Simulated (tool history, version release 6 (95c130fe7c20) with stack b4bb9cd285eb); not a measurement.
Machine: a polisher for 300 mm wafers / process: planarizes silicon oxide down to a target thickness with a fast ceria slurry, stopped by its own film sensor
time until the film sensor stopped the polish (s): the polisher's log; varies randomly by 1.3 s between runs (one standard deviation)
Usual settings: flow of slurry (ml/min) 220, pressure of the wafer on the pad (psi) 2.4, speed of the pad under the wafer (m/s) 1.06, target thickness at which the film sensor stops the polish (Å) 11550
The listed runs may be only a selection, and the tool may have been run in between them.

run,hour,flow of slurry (ml/min),pressure of the wafer on the pad (psi),speed of the pad under the wafer (m/s),target thickness at which the film sensor stops the polish (Å),"incoming thickness of the incoming film, nm",time until the film sensor stopped the polish (s)
1,0,220,2.4,1.06,10640,2246.7,82.9
2,24.6,220,2,1.06,11550,2239.9,92.4
3,50.8,220,2,1.06,11550,2285.6,99.5
# hour 82.1: worn pad replaced by a new one
4,109.4,220,3,1.06,11550,2282.6,67.3
5,134,220,3,1.06,11550,2241.3,63.2
6,192.8,220,2.4,1.06,11550,2257.8,79.3
# hour 263: worn pad replaced by a new one
# hour 291.2: slurry nozzle cleaned
7,388.9,255,2.4,1.06,11550,2283.8,79.8
# hour 414.6: worn pad replaced by a new one
8,427.7,255,2.4,1.06,11550,2249.4,78.8
9,494.5,220,3,1.18,11550,2282.1,58.2
10,562.9,275,1.7,0.86,11550,2252.2,133.4
# hour 567.4: worn pad replaced by a new one
# hour 590.1: slurry nozzle cleaned
11,609.1,250,2.1,1.06,11550,2284.3,91
# hour 631.9: head pressure recalibrated
12,669.6,185,1.7,1.24,9090,2234.2,117.9
13,704.7,220,2.4,1.06,11550,2234.9,78
# hour 739.1: worn pad replaced by a new one
14,750.7,220,2.4,1.06,11550,2259.6,79.3
15,799.8,220,2.4,1.06,11550,2246.6,78.5
16,824.7,290,1.9,1.2,8180,2248.2,112.7
17,849.7,180,2.4,0.84,11550,2227.1,99.5

5 ways to go on from here, each from the tool as it stands after run 17. What would each give?
A,850.1,220,2.4,1.06,11550,2291.4,?
B,850.1,270,2.4,1.06,11550,2291.4,?
C,850.1,220,2.4,1.06,13490,2291.4,?
D,850.1,220,2.4,1.22,11550,2291.4,?
E,850.1,220,1.6,1.06,11550,2291.4,?

run,time until the film sensor stopped the polish (s)
A,81.9
B,80.3
C,67.9
D,71.1
E,122.8
With no hidden state in the tool, these same runs would have given:
run,time until the film sensor stopped the polish (s)
A,81.9
B,80.3
C,67.9
D,71.1
E,122.8

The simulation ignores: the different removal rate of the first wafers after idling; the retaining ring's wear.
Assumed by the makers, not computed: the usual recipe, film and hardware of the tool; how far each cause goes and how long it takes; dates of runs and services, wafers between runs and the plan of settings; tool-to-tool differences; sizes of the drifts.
